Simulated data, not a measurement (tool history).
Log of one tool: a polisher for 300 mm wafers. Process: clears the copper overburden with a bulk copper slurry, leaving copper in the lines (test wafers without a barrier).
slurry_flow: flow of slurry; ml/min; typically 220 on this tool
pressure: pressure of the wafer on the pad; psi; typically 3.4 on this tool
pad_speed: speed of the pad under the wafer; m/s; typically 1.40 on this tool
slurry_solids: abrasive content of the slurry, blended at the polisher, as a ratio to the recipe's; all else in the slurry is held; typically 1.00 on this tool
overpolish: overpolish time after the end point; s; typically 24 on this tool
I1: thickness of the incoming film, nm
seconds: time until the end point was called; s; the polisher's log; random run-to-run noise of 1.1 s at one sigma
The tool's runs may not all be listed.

{"run": 1, "hour": 0.0, "slurry_flow": 220, "pressure": 2.7, "pad_speed": 1.4, "slurry_solids": 1.15, "overpolish": 24, "I1": 1141.7, "seconds": 73.3}
{"run": 2, "hour": 24.6, "slurry_flow": 220, "pressure": 3.4, "pad_speed": 1.4, "slurry_solids": 1.0, "overpolish": 24, "I1": 1157.2, "seconds": 63.5}
{"run": 3, "hour": 64.4, "slurry_flow": 220, "pressure": 3.4, "pad_speed": 1.4, "slurry_solids": 0.8, "overpolish": 24, "I1": 1122.2, "seconds": 60.7}
{"run": 4, "hour": 131.9, "slurry_flow": 220, "pressure": 3.4, "pad_speed": 1.4, "slurry_solids": 0.8, "overpolish": 24, "I1": 1136.8, "seconds": 63.6}
{"run": 5, "hour": 191.9, "slurry_flow": 220, "pressure": 3.4, "pad_speed": 1.4, "slurry_solids": 1.0, "overpolish": 35, "I1": 1122.8, "seconds": 64.0}
{"run": 6, "hour": 225.6, "slurry_flow": 220, "pressure": 3.4, "pad_speed": 1.4, "slurry_solids": 1.0, "overpolish": 24, "I1": 1124.8, "seconds": 63.0}
{"run": 7, "hour": 292.8, "slurry_flow": 220, "pressure": 3.4, "pad_speed": 1.4, "slurry_solids": 1.0, "overpolish": 18, "I1": 1135.7, "seconds": 66.5}
{"hour": 346.4, "done": "worn pad replaced by a new one"}
{"run": 8, "hour": 346.9, "slurry_flow": 220, "pressure": 3.4, "pad_speed": 1.4, "slurry_solids": 1.0, "overpolish": 24, "I1": 1130.6, "seconds": 59.2}
{"hour": 371.3, "done": "slurry blender recalibrated"}
{"run": 9, "hour": 396.2, "slurry_flow": 220, "pressure": 3.4, "pad_speed": 1.4, "slurry_solids": 1.0, "overpolish": 24, "I1": 1116.4, "seconds": 58.9}
{"run": 10, "hour": 420.8, "slurry_flow": 220, "pressure": 3.4, "pad_speed": 1.58, "slurry_solids": 1.0, "overpolish": 24, "I1": 1139.1, "seconds": 55.0}
{"hour": 471.5, "done": "slurry nozzle cleaned"}
{"hour": 484.0, "done": "head pressure recalibrated"}
{"run": 11, "hour": 488.4, "slurry_flow": 295, "pressure": 3.4, "pad_speed": 1.7, "slurry_solids": 1.0, "overpolish": 24, "I1": 1137.6, "seconds": 55.9}
{"run": 12, "hour": 514.0, "slurry_flow": 220, "pressure": 3.4, "pad_speed": 1.74, "slurry_solids": 1.25, "overpolish": 24, "I1": 1156.4, "seconds": 55.3}
{"run": 13, "hour": 577.9, "slurry_flow": 220, "pressure": 3.4, "pad_speed": 1.58, "slurry_solids": 1.0, "overpolish": 18, "I1": 1155.6, "seconds": 63.4}
{"run": 14, "hour": 617.8, "slurry_flow": 220, "pressure": 4.2, "pad_speed": 1.4, "slurry_solids": 1.25, "overpolish": 24, "I1": 1137.1, "seconds": 53.0}
{"run": 15, "hour": 649.0, "slurry_flow": 290, "pressure": 2.5, "pad_speed": 1.4, "slurry_solids": 1.0, "overpolish": 24, "I1": 1146.7, "seconds": 95.6}
{"hour": 678.3, "done": "worn pad replaced by a new one"}
{"run": 16, "hour": 680.5, "slurry_flow": 220, "pressure": 3.4, "pad_speed": 1.4, "slurry_solids": 1.0, "overpolish": 24, "I1": 1128.5, "seconds": 61.9}
{"run": 17, "hour": 713.6, "slurry_flow": 155, "pressure": 2.6, "pad_speed": 1.4, "slurry_solids": 0.85, "overpolish": 14, "I1": 1121.1, "seconds": 85.6}
{"run": 18, "hour": 769.0, "slurry_flow": 220, "pressure": 3.4, "pad_speed": 1.06, "slurry_solids": 1.0, "overpolish": 24, "I1": 1152.5, "seconds": 84.6}
{"hour": 791.0, "done": "slurry blender recalibrated"}
{"run": 19, "hour": 832.1, "slurry_flow": 170, "pressure": 3.4, "pad_speed": 1.4, "slurry_solids": 1.0, "overpolish": 14, "I1": 1137.8, "seconds": 64.8}
{"run": 20, "hour": 873.5, "slurry_flow": 220, "pressure": 3.4, "pad_speed": 1.4, "slurry_solids": 1.0, "overpolish": 24, "I1": 1157.2, "seconds": 64.3}
{"run": 21, "hour": 912.7, "slurry_flow": 220, "pressure": 3.4, "pad_speed": 1.4, "slurry_solids": 1.0, "overpolish": 24, "I1": 1161.2, "seconds": 67.2}
{"run": 22, "hour": 980.0, "slurry_flow": 220, "pressure": 3.4, "pad_speed": 1.4, "slurry_solids": 1.0, "overpolish": 24, "I1": 1141.9, "seconds": 66.7}
{"run": 23, "hour": 1007.6, "slurry_flow": 220, "pressure": 4.3, "pad_speed": 1.4, "slurry_solids": 0.85, "overpolish": 29, "I1": 1146.9, "seconds": 54.6}
{"run": 24, "hour": 1056.2, "slurry_flow": 245, "pressure": 3.4, "pad_speed": 1.4, "slurry_solids": 0.9, "overpolish": 35, "I1": 1129.3, "seconds": 69.4}
{"hour": 1064.2, "done": "worn pad replaced by a new one"}
{"run": 25, "hour": 1126.9, "slurry_flow": 220, "pressure": 3.4, "pad_speed": 1.16, "slurry_solids": 1.0, "overpolish": 24, "I1": 1135.2, "seconds": 70.1}
{"run": 26, "hour": 1168.1, "slurry_flow": 275, "pressure": 4.3, "pad_speed": 1.4, "slurry_solids": 0.8, "overpolish": 24, "I1": 1151.2, "seconds": 49.2}
{"hour": 1190.5, "done": "slurry blender recalibrated"}
{"run": 27, "hour": 1195.7, "slurry_flow": 220, "pressure": 3.4, "pad_speed": 1.4, "slurry_solids": 0.85, "overpolish": 37, "I1": 1140.1, "seconds": 62.6}
{"run": 28, "hour": 1253.6, "slurry_flow": 220, "pressure": 2.7, "pad_speed": 1.4, "slurry_solids": 1.15, "overpolish": 24, "I1": 1156.3, "seconds": 78.8}
{"run": 29, "hour": 1282.4, "slurry_flow": 220, "pressure": 3.4, "pad_speed": 1.4, "slurry_solids": 1.0, "overpolish": 24, "I1": 1155.9, "seconds": 64.0}

Here are 3 independent what-if runs from the current tool condition. What would each one return?
{"run": "A", "hour": 1282.8, "slurry_flow": 220, "pressure": 3.4, "pad_speed": 1.4, "slurry_solids": 1.0, "overpolish": 24, "I1": 1126.1, "seconds": "?"}
{"run": "B", "hour": 1282.8, "slurry_flow": 220, "pressure": 3.4, "pad_speed": 1.4, "slurry_solids": 1.0, "overpolish": 11, "I1": 1126.1, "seconds": "?"}
{"run": "C", "hour": 1282.8, "slurry_flow": 220, "pressure": 3.4, "pad_speed": 1.56, "slurry_solids": 1.0, "overpolish": 14, "I1": 1126.1, "seconds": "?"}

run=A seconds=65.2
run=B seconds=65.2
run=C seconds=58.5
Had the tool no hidden state, the same runs would have come out as:
run=A seconds=65.6
run=B seconds=65.6
run=C seconds=58.9
